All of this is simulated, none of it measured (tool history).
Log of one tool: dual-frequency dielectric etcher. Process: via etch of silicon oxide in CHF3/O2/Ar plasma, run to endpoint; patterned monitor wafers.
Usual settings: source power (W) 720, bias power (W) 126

run   hour  source power (W)  bias power (W)  incoming incoming film thickness, nm  endpoint time (s)
  1      0               720             126                                 572.3              321.1
  2    7.8               720             126                                   571              315.1
  3   20.9               720             126                                 572.7              320.1
  4   30.8               720             126                                 567.1              315.9
  5   44.5               720             126                                 575.5                321
  6   62.3               720             126                                 575.8              321.6
  7   80.1               720             126                                 574.7              323.3
  8   92.4               640             148                                 572.2              317.4
  9  109.1               640             148                                 565.7              312.4
 10  118.6               720             104                                 577.6                351
 11  130.9               720             104                                 572.3              343.8
 12    146               610             111                                 572.7              356.3
 13  153.2               610             111                                 573.2              361.3
 14  184.5               610             111                                 573.3              359.7
 15    195               720             126                                 574.5              327.7
     208.1  -- bias power generator calibrated
 16  211.9               720             126                                 569.5              324.4
       239  -- wet clean of the chamber
 17  239.5               720             126                                 575.1              311.5
 18    240               720             126                                 572.6              307.8
     256.8  -- source power generator calibrated
 19  257.3               610             111                                 571.6              345.5
 20  262.6               720             157                                 571.8              285.7
     296.8  -- upper electrode replaced
 21  297.3               850             135                                 572.3              289.7
 22  297.7               550             143                                 568.5              320.5
 23  298.1               720             126                                 568.1              310.1
 24  305.1               580             109                                 576.1              357.6
 25  311.2               720             101                                 572.7              337.4
 26  319.5               810             113                                 572.3              312.9
 27  326.4               590             143                                   573              316.6
 28  341.9               610             109                                 573.2              348.5
 29  354.1               720             101                                 577.1              344.7
 30  360.9               720             126                                 573.2              315.3
 31  376.2               720              97                                 572.3              345.9
 32  393.1               880             157                                   575              272.9

Forecast run 33:
 33  400.4               550             126                                   577                  ?

endpoint time (s): 348.3
Without the tool's hidden state the same run would have given endpoint time (s) 339.9.
